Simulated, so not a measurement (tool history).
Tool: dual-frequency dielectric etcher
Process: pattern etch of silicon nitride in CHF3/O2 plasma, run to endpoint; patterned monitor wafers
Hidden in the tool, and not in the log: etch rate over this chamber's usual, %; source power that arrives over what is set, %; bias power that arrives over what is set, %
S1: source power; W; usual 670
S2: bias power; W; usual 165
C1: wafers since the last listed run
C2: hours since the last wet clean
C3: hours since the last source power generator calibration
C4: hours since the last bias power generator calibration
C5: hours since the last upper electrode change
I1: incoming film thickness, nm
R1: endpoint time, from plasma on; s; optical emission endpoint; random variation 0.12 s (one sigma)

{"run": 1, "hour": 0.0, "S1": 760, "S2": 165, "C1": 0, "C2": 112.5, "C3": 4390.8, "C4": 2000.9, "C5": 3317.3, "I1": 61.3, "R1": 36.7}
{"run": 2, "hour": 17.9, "S1": 670, "S2": 165, "C1": 323, "C2": 130.4, "C3": 4408.7, "C4": 2018.8, "C5": 3335.2, "I1": 61, "R1": 38.7}
{"run": 3, "hour": 27.3, "S1": 670, "S2": 165, "C1": 169, "C2": 139.8, "C3": 4418.1, "C4": 2028.2, "C5": 3344.6, "I1": 61.8, "R1": 39.1}
{"run": 4, "hour": 39.5, "S1": 670, "S2": 165, "C1": 220, "C2": 152, "C3": 4430.3, "C4": 2040.4, "C5": 3356.8, "I1": 61.9, "R1": 39.3}
{"run": 5, "hour": 47.9, "S1": 540, "S2": 165, "C1": 151, "C2": 160.4, "C3": 4438.7, "C4": 2048.8, "C5": 3365.2, "I1": 61.6, "R1": 43}
{"run": 6, "hour": 60.2, "S1": 540, "S2": 165, "C1": 222, "C2": 172.7, "C3": 4451, "C4": 2061.1, "C5": 3377.5, "I1": 60.8, "R1": 42.4}
{"run": 7, "hour": 77.8, "S1": 670, "S2": 165, "C1": 317, "C2": 190.3, "C3": 4468.6, "C4": 2078.7, "C5": 3395.1, "I1": 61.5, "R1": 39}
{"run": 8, "hour": 86.2, "S1": 670, "S2": 165, "C1": 151, "C2": 198.7, "C3": 4477, "C4": 2087.1, "C5": 3403.5, "I1": 61.5, "R1": 39.1}
{"run": 9, "hour": 93.0, "S1": 670, "S2": 165, "C1": 122, "C2": 205.5, "C3": 4483.8, "C4": 2093.9, "C5": 3410.3, "I1": 61.3, "R1": 39.1}
{"run": 10, "hour": 101.7, "S1": 670, "S2": 165, "C1": 157, "C2": 214.2, "C3": 4492.5, "C4": 2102.6, "C5": 3419, "I1": 61.4, "R1": 39.2}
{"run": 11, "hour": 118.0, "S1": 670, "S2": 165, "C1": 294, "C2": 230.5, "C3": 4508.8, "C4": 2118.9, "C5": 3435.3, "I1": 60.8, "R1": 38.7}
{"run": 12, "hour": 125.5, "S1": 670, "S2": 165, "C1": 135, "C2": 238, "C3": 4516.3, "C4": 2126.4, "C5": 3442.8, "I1": 61.4, "R1": 39.2}
{"run": 13, "hour": 139.9, "S1": 670, "S2": 165, "C1": 260, "C2": 252.4, "C3": 4530.7, "C4": 2140.8, "C5": 3457.2, "I1": 62, "R1": 39.7}
{"hour": 169.1, "done": "upper electrode replaced"}
{"run": 14, "hour": 169.6, "S1": 670, "S2": 148, "C1": 102, "C2": 282.1, "C3": 4560.4, "C4": 2170.5, "C5": 0.5, "I1": 60.9, "R1": 40}
{"run": 15, "hour": 170.0, "S1": 670, "S2": 165, "C1": 7, "C2": 282.5, "C3": 4560.8, "C4": 2170.9, "C5": 0.9, "I1": 61.5, "R1": 39.6}
{"run": 16, "hour": 181.0, "S1": 510, "S2": 151, "C1": 198, "C2": 293.5, "C3": 4571.8, "C4": 2181.9, "C5": 11.9, "I1": 61.2, "R1": 45.4}
{"run": 17, "hour": 195.1, "S1": 670, "S2": 165, "C1": 254, "C2": 307.6, "C3": 4585.9, "C4": 2196, "C5": 26, "I1": 61.6, "R1": 39.5}
{"hour": 208.9, "done": "bias power generator calibrated"}
{"run": 18, "hour": 209.4, "S1": 670, "S2": 165, "C1": 186, "C2": 321.9, "C3": 4600.2, "C4": 0.5, "C5": 40.3, "I1": 61.1, "R1": 39.4}
{"run": 19, "hour": 214.9, "S1": 520, "S2": 191, "C1": 99, "C2": 327.4, "C3": 4605.7, "C4": 6, "C5": 45.8, "I1": 61.3, "R1": 42.5}
{"hour": 242.3, "done": "wet clean of the chamber"}
{"run": 20, "hour": 242.8, "S1": 600, "S2": 195, "C1": 70, "C2": 0.5, "C3": 4633.6, "C4": 33.9, "C5": 73.7, "I1": 61.1, "R1": 38.4}
{"run": 21, "hour": 243.1, "S1": 670, "S2": 165, "C1": 5, "C2": 0.8, "C3": 4633.9, "C4": 34.2, "C5": 74, "I1": 61.4, "R1": 38.7}
{"run": 22, "hour": 248.5, "S1": 570, "S2": 165, "C1": 97, "C2": 6.2, "C3": 4639.3, "C4": 39.6, "C5": 79.4, "I1": 61.3, "R1": 41.4}
{"run": 23, "hour": 255.9, "S1": 550, "S2": 176, "C1": 133, "C2": 13.6, "C3": 4646.7, "C4": 47, "C5": 86.8, "I1": 61.9, "R1": 41.7}
{"run": 24, "hour": 265.7, "S1": 750, "S2": 136, "C1": 176, "C2": 23.4, "C3": 4656.5, "C4": 56.8, "C5": 96.6, "I1": 61.5, "R1": 38.6}
{"run": 25, "hour": 282.4, "S1": 670, "S2": 136, "C1": 301, "C2": 40.1, "C3": 4673.2, "C4": 73.5, "C5": 113.3, "I1": 61.1, "R1": 40.2}
{"hour": 295.5, "done": "source power generator calibrated"}
{"run": 26, "hour": 322.8, "S1": 670, "S2": 192, "C1": 657, "C2": 80.5, "C3": 27.3, "C4": 113.9, "C5": 153.7, "I1": 61.7, "R1": 37.4}
{"run": 27, "hour": 337.3, "S1": 670, "S2": 165, "C1": 261, "C2": 95, "C3": 41.8, "C4": 128.4, "C5": 168.2, "I1": 61.5, "R1": 39}
{"run": 28, "hour": 345.7, "S1": 730, "S2": 193, "C1": 151, "C2": 103.4, "C3": 50.2, "C4": 136.8, "C5": 176.6, "I1": 61.6, "R1": 36.1}
{"run": 29, "hour": 352.0, "S1": 790, "S2": 142, "C1": 113, "C2": 109.7, "C3": 56.5, "C4": 143.1, "C5": 182.9, "I1": 61.3, "R1": 37.4}
{"run": 30, "hour": 366.0, "S1": 530, "S2": 155, "C1": 252, "C2": 123.7, "C3": 70.5, "C4": 157.1, "C5": 196.9, "I1": 61.5, "R1": 43.8}
{"run": 31, "hour": 374.0, "S1": 670, "S2": 165, "C1": 144, "C2": 131.7, "C3": 78.5, "C4": 165.1, "C5": 204.9, "I1": 61.8, "R1": 39.3}
{"run": 32, "hour": 381.7, "S1": 670, "S2": 165, "C1": 139, "C2": 139.4, "C3": 86.2, "C4": 172.8, "C5": 212.6, "I1": 61.4, "R1": 38.8}
{"run": 33, "hour": 388.8, "S1": 760, "S2": 130, "C1": 128, "C2": 146.5, "C3": 93.3, "C4": 179.9, "C5": 219.7, "I1": 60.7, "R1": 38.7}
{"run": 34, "hour": 399.1, "S1": 670, "S2": 165, "C1": 186, "C2": 156.8, "C3": 103.6, "C4": 190.2, "C5": 230, "I1": 61, "R1": 38.7}

5 ways to go on from here, each from the tool as it stands after run 34. What would each give?
{"run": "A", "hour": 399.5, "S1": 670, "S2": 133, "C1": 7, "C2": 157.2, "C3": 104, "C4": 190.6, "C5": 230.4, "I1": 61, "R1": "?"}
{"run": "B", "hour": 399.5, "S1": 600, "S2": 190, "C1": 7, "C2": 157.2, "C3": 104, "C4": 190.6, "C5": 230.4, "I1": 61, "R1": "?"}
{"run": "C", "hour": 399.5, "S1": 780, "S2": 184, "C1": 7, "C2": 157.2, "C3": 104, "C4": 190.6, "C5": 230.4, "I1": 61, "R1": "?"}
{"run": "D", "hour": 399.5, "S1": 760, "S2": 205, "C1": 7, "C2": 157.2, "C3": 104, "C4": 190.6, "C5": 230.4, "I1": 61, "R1": "?"}
{"run": "E", "hour": 399.5, "S1": 530, "S2": 191, "C1": 7, "C2": 157.2, "C3": 104, "C4": 190.6, "C5": 230.4, "I1": 61, "R1": "?"}

run=A R1=41.1
run=B R1=39.4
run=C R1=35.5
run=D R1=34.9
run=E R1=41.6
Without the tool's hidden state the same runs would have given:
run=A R1=40.7
run=B R1=39
run=C R1=35.1
run=D R1=34.5
run=E R1=41.2

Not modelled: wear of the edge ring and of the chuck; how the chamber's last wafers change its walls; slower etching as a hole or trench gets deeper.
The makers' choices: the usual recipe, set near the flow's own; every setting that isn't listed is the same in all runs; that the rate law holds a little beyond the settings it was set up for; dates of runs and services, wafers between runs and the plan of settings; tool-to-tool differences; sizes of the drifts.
